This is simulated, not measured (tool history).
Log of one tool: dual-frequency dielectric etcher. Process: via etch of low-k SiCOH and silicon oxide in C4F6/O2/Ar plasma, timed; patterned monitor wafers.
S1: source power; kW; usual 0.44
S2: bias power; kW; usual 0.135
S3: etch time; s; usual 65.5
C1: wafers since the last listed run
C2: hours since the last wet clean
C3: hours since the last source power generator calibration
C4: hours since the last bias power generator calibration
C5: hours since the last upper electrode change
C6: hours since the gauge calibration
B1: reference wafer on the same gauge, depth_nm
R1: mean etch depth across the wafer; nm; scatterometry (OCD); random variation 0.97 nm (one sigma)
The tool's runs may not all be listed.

Run 1, hour 0: usual settings; C1 0; C2 125.2; C3 5060.9; C4 3763.2; C5 5979.6; C6 71.3; B1 165.5. Result: R1 171.9 nm.
Run 2, hour 22: usual settings; C1 284; C2 147.2; C3 5082.9; C4 3785.2; C5 6001.6; C6 93.3; B1 164.9. Result: R1 174.5 nm.
Run 3, hour 41.6: usual settings but S2 0.12 kW; C1 253; C2 166.8; C3 5102.5; C4 3804.8; C5 6021.2; C6 112.9; B1 164.8. Result: R1 165 nm.
Run 4, hour 56.2: usual settings but S2 0.12 kW; C1 188; C2 181.4; C3 5117.1; C4 3819.4; C5 6035.8; C6 127.5; B1 165.2. Result: R1 167.9 nm.
Run 5, hour 88.2: usual settings but S2 0.12 kW; C1 413; C2 213.4; C3 5149.1; C4 3851.4; C5 6067.8; C6 159.5; B1 165. Result: R1 167.2 nm.
Run 6, hour 118.1: usual settings; C1 386; C2 243.3; C3 5179; C4 3881.3; C5 6097.7; C6 189.4; B1 164.6. Result: R1 175.5 nm.
Run 7, hour 137.7: usual settings; C1 253; C2 262.9; C3 5198.6; C4 3900.9; C5 6117.3; C6 209; B1 165.3. Result: R1 173.3 nm.
Run 8, hour 169.1: usual settings but S2 0.108 kW, S3 55.5 s; C1 406; C2 294.3; C3 5230; C4 3932.3; C5 6148.7; C6 240.4; B1 164.7. Result: R1 139.8 nm.

The next listed run, before its measurement:
At hour 170.1: gauge calibrated.
At hour 193.9: source power generator calibrated.
Run 9, hour 194.4: usual settings but S1 0.33 kW, S2 0.114 kW, S3 54 s; C1 275; C2 319.6; C3 0.5; C4 3957.6; C5 6174; C6 24.3; B1 ?. Result: R1 ?.

{"run 9": {"B1": 164.4, "R1": 114.2}}
Without the tool's hidden state the same run would have given R1 110.4 nm.

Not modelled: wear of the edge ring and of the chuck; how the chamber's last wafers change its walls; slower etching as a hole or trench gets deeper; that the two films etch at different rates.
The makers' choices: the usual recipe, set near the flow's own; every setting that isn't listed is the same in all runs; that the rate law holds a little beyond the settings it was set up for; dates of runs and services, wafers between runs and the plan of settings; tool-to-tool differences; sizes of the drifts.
